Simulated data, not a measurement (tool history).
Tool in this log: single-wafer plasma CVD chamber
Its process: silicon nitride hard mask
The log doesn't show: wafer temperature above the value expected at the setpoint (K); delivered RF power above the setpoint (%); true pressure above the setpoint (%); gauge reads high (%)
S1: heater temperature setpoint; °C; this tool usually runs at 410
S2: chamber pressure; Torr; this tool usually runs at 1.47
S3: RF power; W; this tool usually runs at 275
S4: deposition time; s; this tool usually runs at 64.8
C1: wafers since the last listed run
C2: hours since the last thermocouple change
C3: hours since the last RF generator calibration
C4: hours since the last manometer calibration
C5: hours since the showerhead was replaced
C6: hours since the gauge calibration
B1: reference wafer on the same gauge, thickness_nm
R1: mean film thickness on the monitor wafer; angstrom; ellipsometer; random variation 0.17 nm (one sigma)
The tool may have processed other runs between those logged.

Run 1, hour 0: usual settings; C1 0; C2 3013.2; C3 1248; C4 2734.1; C5 2469.9; C6 391.6; B1 61.306. Result: R1 635.67 angstrom.
Run 2, hour 16.8: usual settings; C1 170; C2 3030; C3 1264.8; C4 2750.9; C5 2486.7; C6 408.4; B1 61.29. Result: R1 636.16 angstrom.
Run 3, hour 32.7: usual settings; C1 160; C2 3045.9; C3 1280.7; C4 2766.8; C5 2502.6; C6 424.3; B1 61.318. Result: R1 635.62 angstrom.
Run 4, hour 39.3: usual settings; C1 66; C2 3052.5; C3 1287.3; C4 2773.4; C5 2509.2; C6 430.9; B1 61.308. Result: R1 631 angstrom.
At hour 50: gauge calibrated.
At hour 57.4: capacitance manometer re-zeroed and calibrated.
Run 5, hour 57.9: usual settings; C1 107; C2 3071.1; C3 1305.9; C4 0.5; C5 2527.8; C6 7.9; B1 61.321. Result: R1 633.25 angstrom.
At hour 78.3: thermocouple changed; heater temperature recalibrated.
Run 6, hour 78.8: usual settings but S1 400 °C, S2 1.57 Torr; C1 130; C2 0.5; C3 1326.8; C4 21.4; C5 2548.7; C6 28.8; B1 61.299. Result: R1 642.92 angstrom.
Run 7, hour 83.5: usual settings but S1 400 °C, S2 1.57 Torr; C1 47; C2 5.2; C3 1331.5; C4 26.1; C5 2553.4; C6 33.5; B1 61.302. Result: R1 639.26 angstrom.
Run 8, hour 93.4: usual settings but S1 400 °C, S2 1.57 Torr; C1 100; C2 15.1; C3 1341.4; C4 36; C5 2563.3; C6 43.4; B1 61.326. Result: R1 640.91 angstrom.
Run 9, hour 101.8: usual settings; C1 85; C2 23.5; C3 1349.8; C4 44.4; C5 2571.7; C6 51.8; B1 61.316. Result: R1 630.1 angstrom.
Run 10, hour 109.7: usual settings; C1 79; C2 31.4; C3 1357.7; C4 52.3; C5 2579.6; C6 59.7; B1 61.315. Result: R1 631.82 angstrom.
At hour 127.3: showerhead replaced, of another model than before.
Run 11, hour 127.8: usual settings but S2 1.16 Torr, S3 315 W, S4 72.6 s; C1 102; C2 49.5; C3 1375.8; C4 70.4; C5 0.5; C6 77.8; B1 61.326. Result: R1 740.69 angstrom.
Run 12, hour 145.5: usual settings but S1 406 °C, S2 1.6 Torr, S4 51.9 s; C1 179; C2 67.2; C3 1393.5; C4 88.1; C5 18.2; C6 95.5; B1 61.302. Result: R1 492.75 angstrom.
Run 13, hour 154.3: usual settings but S2 1.61 Torr, S3 235 W; C1 89; C2 76; C3 1402.3; C4 96.9; C5 27; C6 104.3; B1 61.309. Result: R1 540.96 angstrom.
Run 14, hour 167.6: usual settings but S1 398 °C, S2 1.25 Torr, S3 225 W, S4 53 s; C1 134; C2 89.3; C3 1415.6; C4 110.2; C5 40.3; C6 117.6; B1 61.295. Result: R1 412.87 angstrom.
Run 15, hour 183.1: usual settings but S1 418 °C, S2 1.38 Torr, S3 260 W; C1 156; C2 104.8; C3 1431.1; C4 125.7; C5 55.8; C6 133.1; B1 61.312. Result: R1 574.05 angstrom.
Run 16, hour 191.1: usual settings but S2 1.19 Torr, S3 320 W; C1 80; C2 112.8; C3 1439.1; C4 133.7; C5 63.8; C6 141.1; B1 61.315. Result: R1 664.82 angstrom.
Run 17, hour 205.2: usual settings; C1 142; C2 126.9; C3 1453.2; C4 147.8; C5 77.9; C6 155.2; B1 61.319. Result: R1 605.43 angstrom.
Run 18, hour 221.2: usual settings; C1 161; C2 142.9; C3 1469.2; C4 163.8; C5 93.9; C6 171.2; B1 61.296. Result: R1 603.93 angstrom.
At hour 237.1: RF generator calibrated.
Run 19, hour 237.6: usual settings but S1 395 °C, S2 1.68 Torr, S4 61.3 s; C1 85; C2 159.3; C3 0.5; C4 180.2; C5 110.3; C6 187.6; B1 61.289. Result: R1 634.83 angstrom.
Run 20, hour 243.6: usual settings; C1 60; C2 165.3; C3 6.5; C4 186.2; C5 116.3; C6 193.6; B1 61.275. Result: R1 654.14 angstrom.
Run 21, hour 260.2: usual settings but S3 260 W; C1 168; C2 181.9; C3 23.1; C4 202.8; C5 132.9; C6 210.2; B1 61.314. Result: R1 629.99 angstrom.
Run 22, hour 267.5: usual settings but S2 1.19 Torr, S3 320 W; C1 73; C2 189.2; C3 30.4; C4 210.1; C5 140.2; C6 217.5; B1 61.297. Result: R1 716.29 angstrom.
Run 23, hour 273.5: usual settings but S1 418 °C; C1 60; C2 195.2; C3 36.4; C4 216.1; C5 146.2; C6 223.5; B1 61.326. Result: R1 654.03 angstrom.
Run 24, hour 287.2: usual settings but S1 419 °C, S2 1.2 Torr, S3 300 W, S4 58 s; C1 138; C2 208.9; C3 50.1; C4 229.8; C5 159.9; C6 237.2; B1 61.301. Result: R1 611.29 angstrom.
Run 25, hour 298: usual settings but S1 418 °C, S2 1.71 Torr, S3 295 W, S4 70 s; C1 109; C2 219.7; C3 60.9; C4 240.6; C5 170.7; C6 248; B1 61.293. Result: R1 762.04 angstrom.
Run 26, hour 308.5: usual settings; C1 106; C2 230.2; C3 71.4; C4 251.1; C5 181.2; C6 258.5; B1 61.295. Result: R1 656.26 angstrom.
Run 27, hour 314.7: usual settings but S2 1.67 Torr, S3 325 W, S4 52.1 s; C1 62; C2 236.4; C3 77.6; C4 257.3; C5 187.4; C6 264.7; B1 61.296. Result: R1 606.8 angstrom.
Run 28, hour 329.6: usual settings but S3 320 W, S4 55.2 s; C1 150; C2 251.3; C3 92.5; C4 272.2; C5 202.3; C6 279.6; B1 61.317. Result: R1 628.12 angstrom.

5 ways to go on from here, each from the tool as it stands after run 28. What would each give?
Run A, hour 330: usual settings but S2 1.3 Torr; C1 4; C2 251.7; C3 92.9; C4 272.6; C5 202.7; C6 280; B1 ?. Result: R1 ?.
Run B, hour 330: usual settings but S3 240 W, S4 58.3 s; C1 4; C2 251.7; C3 92.9; C4 272.6; C5 202.7; C6 280; B1 ?. Result: R1 ?.
Run C, hour 330: usual settings but S2 1.81 Torr, S3 245 W, S4 55.1 s; C1 4; C2 251.7; C3 92.9; C4 272.6; C5 202.7; C6 280; B1 ?. Result: R1 ?.
Run D, hour 330: usual settings but S3 225 W, S4 71.2 s; C1 4; C2 251.7; C3 92.9; C4 272.6; C5 202.7; C6 280; B1 ?. Result: R1 ?.
Run E, hour 330: usual settings but S1 397 °C, S4 71.7 s; C1 4; C2 251.7; C3 92.9; C4 272.6; C5 202.7; C6 280; B1 ?. Result: R1 ?.

run      B1      R1
  A  61.291  646.25
  B  61.291  528.36
  C  61.291  520.86
  D  61.291  610.51
  E  61.291  728.61
With the hidden condition removed and each run's random variation left untouched, the same runs would have given:
run      R1
  A  647.48
  B  529.41
  C   521.9
  D  611.79
  E  730.01
